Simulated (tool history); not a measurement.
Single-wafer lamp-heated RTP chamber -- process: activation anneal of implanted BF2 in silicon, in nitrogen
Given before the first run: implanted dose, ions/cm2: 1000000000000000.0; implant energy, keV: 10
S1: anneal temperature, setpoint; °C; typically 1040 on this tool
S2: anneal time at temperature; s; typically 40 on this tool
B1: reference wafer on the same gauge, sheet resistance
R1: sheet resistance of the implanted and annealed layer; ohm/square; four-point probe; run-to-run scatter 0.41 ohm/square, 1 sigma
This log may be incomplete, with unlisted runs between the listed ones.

run 1 hour=0.0 | S1=1040 S2=40 | B1=161.03 | R1=173.80
run 2 hour=83.1 | S1=1040 S2=40 | B1=160.95 | R1=174.28
run 3 hour=182.0 | S1=1055 S2=40 | B1=160.97 | R1=160.62
run 4 hour=238.5 | S1=1055 S2=40 | B1=160.99 | R1=160.36
run 5 hour=338.8 | S1=1055 S2=40 | B1=160.92 | R1=160.24
-- hour=379.6 pyrometer window cleaned and pyrometer calibrated
run 6 hour=423.2 | S1=1040 S2=40 | B1=161.07 | R1=173.60
run 7 hour=526.1 | S1=1040 S2=40 | B1=161.04 | R1=173.48
run 8 hour=608.8 | S1=1040 S2=40 | B1=160.95 | R1=172.91
-- hour=702.4 reflector plate cleaned
run 9 hour=707.9 | S1=1057 S2=49 | B1=160.94 | R1=155.36
run 10 hour=814.4 | S1=1057 S2=49 | B1=161.10 | R1=154.91
run 11 hour=854.4 | S1=1057 S2=49 | B1=160.96 | R1=154.53
-- hour=929.5 gauge calibrated
run 12 hour=955.9 | S1=1011 S2=26 | B1=161.02 | R1=222.35
run 13 hour=1012.2 | S1=1067 S2=57 | B1=161.02 | R1=141.92
run 14 hour=1118.9 | S1=1027 S2=55 | B1=160.97 | R1=175.32
run 15 hour=1181.1 | S1=1069 S2=55 | B1=161.02 | R1=140.85
-- hour=1246.0 pyrometer window cleaned and pyrometer calibrated
run 16 hour=1246.4 | S1=1069 S2=55 | B1=161.09 | R1=140.25
run 17 hour=1293.8 | S1=1063 S2=29 | B1=161.06 | R1=161.38
run 18 hour=1399.0 | S1=1040 S2=40 | B1=161.06 | R1=174.66
run 19 hour=1481.2 | S1=1061 S2=22 | B1=161.01 | R1=169.35
run 20 hour=1556.2 | S1=1040 S2=55 | B1=161.03 | R1=164.07
run 21 hour=1603.6 | S1=1040 S2=57 | B1=161.01 | R1=162.65
run 22 hour=1710.3 | S1=1053 S2=51 | B1=160.92 | R1=155.25

Forecast each of these 3 alternatives for the next run:
run A hour=1710.7 | S1=1040 S2=40 | B1=? | R1=?
run B hour=1710.7 | S1=1022 S2=23 | B1=? | R1=?
run C hour=1710.7 | S1=1054 S2=49 | B1=? | R1=?

run=A B1=161.03 R1=173.45
run=B B1=161.03 R1=207.93
run=C B1=161.03 R1=155.50
With no hidden state in the tool, these same runs would have given:
run=A R1=175.11
run=B R1=211.32
run=C R1=157.84
